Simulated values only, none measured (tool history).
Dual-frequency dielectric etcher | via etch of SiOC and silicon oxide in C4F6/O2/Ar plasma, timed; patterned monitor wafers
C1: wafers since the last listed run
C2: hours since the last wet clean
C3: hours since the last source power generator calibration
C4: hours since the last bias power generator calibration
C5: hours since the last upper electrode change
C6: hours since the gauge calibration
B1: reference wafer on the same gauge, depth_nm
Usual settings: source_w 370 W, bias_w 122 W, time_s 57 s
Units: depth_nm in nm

run 1 hour=0 | source_w=370 bias_w=122 time_s=57 | C1=0 C2=538.2 C3=1469 C4=1569.5 C5=5481 C6=1526.4 | B1=40.5 | depth_nm=46.9
-- hour=12.9 gauge calibrated
-- hour=76.6 wet clean of the chamber
run 2 hour=106.7 | source_w=370 bias_w=122 time_s=57 | C1=1114 C2=30.1 C3=1575.7 C4=1676.2 C5=5587.7 C6=93.8 | B1=39.6 | depth_nm=46.2
run 3 hour=144.1 | source_w=370 bias_w=122 time_s=57 | C1=504 C2=67.5 C3=1613.1 C4=1713.6 C5=5625.1 C6=131.2 | B1=39.6 | depth_nm=46.2
run 4 hour=189.3 | source_w=370 bias_w=122 time_s=57 | C1=609 C2=112.7 C3=1658.3 C4=1758.8 C5=5670.3 C6=176.4 | B1=39.7 | depth_nm=45.7
run 5 hour=291.3 | source_w=370 bias_w=122 time_s=57 | C1=1374 C2=214.7 C3=1760.3 C4=1860.8 C5=5772.3 C6=278.4 | B1=39.9 | depth_nm=46.6
run 6 hour=483.1 | source_w=370 bias_w=122 time_s=57 | C1=2585 C2=406.5 C3=1952.1 C4=2052.6 C5=5964.1 C6=470.2 | B1=40 | depth_nm=45.9
run 7 hour=573.3 | source_w=370 bias_w=122 time_s=57 | C1=1215 C2=496.7 C3=2042.3 C4=2142.8 C5=6054.3 C6=560.4 | B1=40.2 | depth_nm=46.2
-- hour=611.5 wet clean of the chamber
run 8 hour=617.3 | source_w=370 bias_w=136 time_s=57 | C1=269 C2=5.8 C3=2086.3 C4=2186.8 C5=6098.3 C6=604.4 | B1=40.2 | depth_nm=48.2
run 9 hour=668.1 | source_w=370 bias_w=136 time_s=57 | C1=684 C2=56.6 C3=2137.1 C4=2237.6 C5=6149.1 C6=655.2 | B1=40.2 | depth_nm=48.5
run 10 hour=712.2 | source_w=370 bias_w=136 time_s=57 | C1=594 C2=100.7 C3=2181.2 C4=2281.7 C5=6193.2 C6=699.3 | B1=40.3 | depth_nm=48.2
run 11 hour=754.9 | source_w=430 bias_w=122 time_s=57 | C1=575 C2=143.4 C3=2223.9 C4=2324.4 C5=6235.9 C6=742 | B1=40.3 | depth_nm=50
run 12 hour=831.8 | source_w=370 bias_w=122 time_s=57 | C1=1036 C2=220.3 C3=2300.8 C4=2401.3 C5=6312.8 C6=818.9 | B1=40.3 | depth_nm=46.8
-- hour=886.7 bias power generator calibrated
run 13 hour=916.4 | source_w=370 bias_w=122 time_s=57 | C1=1086 C2=304.9 C3=2385.4 C4=29.7 C5=6397.4 C6=903.5 | B1=40.3 | depth_nm=47.5
run 14 hour=959.9 | source_w=370 bias_w=122 time_s=57 | C1=586 C2=348.4 C3=2428.9 C4=73.2 C5=6440.9 C6=947 | B1=40.4 | depth_nm=46.6
run 15 hour=1001.9 | source_w=370 bias_w=101 time_s=57 | C1=566 C2=390.4 C3=2470.9 C4=115.2 C5=6482.9 C6=989 | B1=40.5 | depth_nm=44.4
-- hour=1074.5 upper electrode replaced
run 16 hour=1081.2 | source_w=310 bias_w=149 time_s=57 | C1=745 C2=469.7 C3=2550.2 C4=194.5 C5=6.7 C6=1068.3 | B1=40.5 | depth_nm=46.7
-- hour=1246 wet clean of the chamber
run 17 hour=1296.8 | source_w=280 bias_w=122 time_s=62.5 | C1=2582 C2=50.8 C3=2765.8 C4=410.1 C5=222.3 C6=1283.9 | B1=40.4 | depth_nm=46
run 18 hour=1337.2 | source_w=370 bias_w=122 time_s=57 | C1=544 C2=91.2 C3=2806.2 C4=450.5 C5=262.7 C6=1324.3 | B1=40.4 | depth_nm=47.7
-- hour=1420.2 gauge calibrated
run 19 hour=1442.8 | source_w=420 bias_w=92 time_s=57 | C1=1423 C2=196.8 C3=2911.8 C4=556.1 C5=368.3 C6=22.6 | B1=39.6 | depth_nm=44.1
-- hour=1511.8 source power generator calibrated
run 20 hour=1532.4 | source_w=370 bias_w=122 time_s=72 | C1=1153 C2=286.4 C3=20.6 C4=645.7 C5=457.9 C6=112.2 | B1=39.8 | depth_nm=58.4
run 21 hour=1614.6 | source_w=400 bias_w=109 time_s=64.5 | C1=1107 C2=368.6 C3=102.8 C4=727.9 C5=540.1 C6=194.4 | B1=39.9 | depth_nm=52
run 22 hour=1703.3 | source_w=460 bias_w=146 time_s=69.5 | C1=1195 C2=457.3 C3=191.5 C4=816.6 C5=628.8 C6=283.1 | B1=40.1 | depth_nm=65.4
run 23 hour=1831.5 | source_w=440 bias_w=114 time_s=42 | C1=1727 C2=585.5 C3=319.7 C4=944.8 C5=757 C6=411.3 | B1=40.3 | depth_nm=36.3
-- hour=1902 wet clean of the chamber
run 24 hour=1902.5 | source_w=330 bias_w=104 time_s=47 | C1=633 C2=0.5 C3=390.7 C4=1015.8 C5=828 C6=482.3 | B1=40.3 | depth_nm=35.2
run 25 hour=1922.5 | source_w=330 bias_w=139 time_s=57 | C1=269 C2=20.5 C3=410.7 C4=1035.8 C5=848 C6=502.3 | B1=40.4 | depth_nm=46.9

Forecast each of these 4 alternatives for the next run:
run A hour=1922.9 | source_w=370 bias_w=122 time_s=57 | C1=5 C2=20.9 C3=411.1 C4=1036.2 C5=848.4 C6=502.7 | B1=? | depth_nm=?
run B hour=1922.9 | source_w=370 bias_w=99 time_s=57 | C1=5 C2=20.9 C3=411.1 C4=1036.2 C5=848.4 C6=502.7 | B1=? | depth_nm=?
run C hour=1922.9 | source_w=300 bias_w=107 time_s=51.5 | C1=5 C2=20.9 C3=411.1 C4=1036.2 C5=848.4 C6=502.7 | B1=? | depth_nm=?
run D hour=1922.9 | source_w=320 bias_w=138 time_s=51.5 | C1=5 C2=20.9 C3=411.1 C4=1036.2 C5=848.4 C6=502.7 | B1=? | depth_nm=?

run=A B1=40.3 depth_nm=46.8
run=B B1=40.3 depth_nm=44.1
run=C B1=40.3 depth_nm=37.5
run=D B1=40.3 depth_nm=41.5
Without the tool's hidden state the same runs would have given:
run=A depth_nm=45.7
run=B depth_nm=43.1
run=C depth_nm=36.7
run=D depth_nm=40.6

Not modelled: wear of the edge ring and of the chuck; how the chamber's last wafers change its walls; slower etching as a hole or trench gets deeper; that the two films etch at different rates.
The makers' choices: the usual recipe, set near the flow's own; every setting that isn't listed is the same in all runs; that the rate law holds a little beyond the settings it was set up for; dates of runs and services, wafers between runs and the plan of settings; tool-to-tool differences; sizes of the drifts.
